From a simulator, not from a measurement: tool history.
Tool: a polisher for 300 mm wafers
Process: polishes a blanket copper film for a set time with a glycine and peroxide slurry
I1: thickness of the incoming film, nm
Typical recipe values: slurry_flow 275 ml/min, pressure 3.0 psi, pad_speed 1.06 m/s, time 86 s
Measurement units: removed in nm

Run 1, hour 0.0: usual settings but slurry_flow 335 ml/min; I1 1992.9. Result: removed 496.4 nm.
Run 2, hour 19.6: usual settings but slurry_flow 335 ml/min; I1 1974.6. Result: removed 496.6 nm.
Run 3, hour 37.7: usual settings; I1 2006.1. Result: removed 486.9 nm.
Run 4, hour 73.1: usual settings; I1 1988.8. Result: removed 486.5 nm.
At hour 77.4: worn pad replaced by a new one.
Run 5, hour 86.4: usual settings but pressure 3.3 psi; I1 1984.9. Result: removed 530.9 nm.
Run 6, hour 111.8: usual settings but time 66 s; I1 1986.5. Result: removed 374.4 nm.
Run 7, hour 135.4: usual settings but time 66 s; I1 1996.2. Result: removed 372.6 nm.
Run 8, hour 162.1: usual settings but time 66 s; I1 2006.7. Result: removed 371.5 nm.
Run 9, hour 188.0: usual settings; I1 2031.7. Result: removed 484.2 nm.
Run 10, hour 205.6: usual settings; I1 1995.3. Result: removed 490.2 nm.
Run 11, hour 220.6: usual settings; I1 1973.4. Result: removed 484.5 nm.
At hour 227.5: worn pad replaced by a new one.
Run 12, hour 245.4: usual settings but pressure 2.2 psi; I1 1988.5. Result: removed 372.6 nm.
Run 13, hour 266.5: usual settings; I1 1991.9. Result: removed 481.9 nm.
Run 14, hour 286.9: usual settings; I1 1982.3. Result: removed 482.8 nm.
Run 15, hour 316.7: usual settings; I1 1976.6. Result: removed 474.4 nm.
Run 16, hour 332.1: usual settings; I1 2006.3. Result: removed 475.5 nm.
Run 17, hour 360.7: usual settings but slurry_flow 225 ml/min, pad_speed 0.90 m/s; I1 2003.3. Result: removed 407.4 nm.
At hour 398.0: worn pad replaced by a new one.
Run 18, hour 398.5: usual settings but time 66 s; I1 1983.7. Result: removed 359.8 nm.
Run 19, hour 432.6: usual settings but pressure 3.6 psi; I1 2019.1. Result: removed 545.7 nm.
At hour 437.0: head pressure recalibrated.
Run 20, hour 455.1: usual settings but slurry_flow 340 ml/min, pressure 2.3 psi, pad_speed 1.16 m/s, time 107 s; I1 2001.7. Result: removed 505.8 nm.
At hour 459.4: slurry nozzle cleaned.
Run 21, hour 483.2: usual settings but pressure 2.7 psi, time 116 s; I1 1992.6. Result: removed 603.7 nm.

Run 22 has not been measured yet. What should we expect?
Run 22, hour 497.0: usual settings but time 66 s; I1 2015.9. Result: removed ?.

removed: 380.0 nm
With no hidden state in the tool, this same run would have given removed 381.0 nm.

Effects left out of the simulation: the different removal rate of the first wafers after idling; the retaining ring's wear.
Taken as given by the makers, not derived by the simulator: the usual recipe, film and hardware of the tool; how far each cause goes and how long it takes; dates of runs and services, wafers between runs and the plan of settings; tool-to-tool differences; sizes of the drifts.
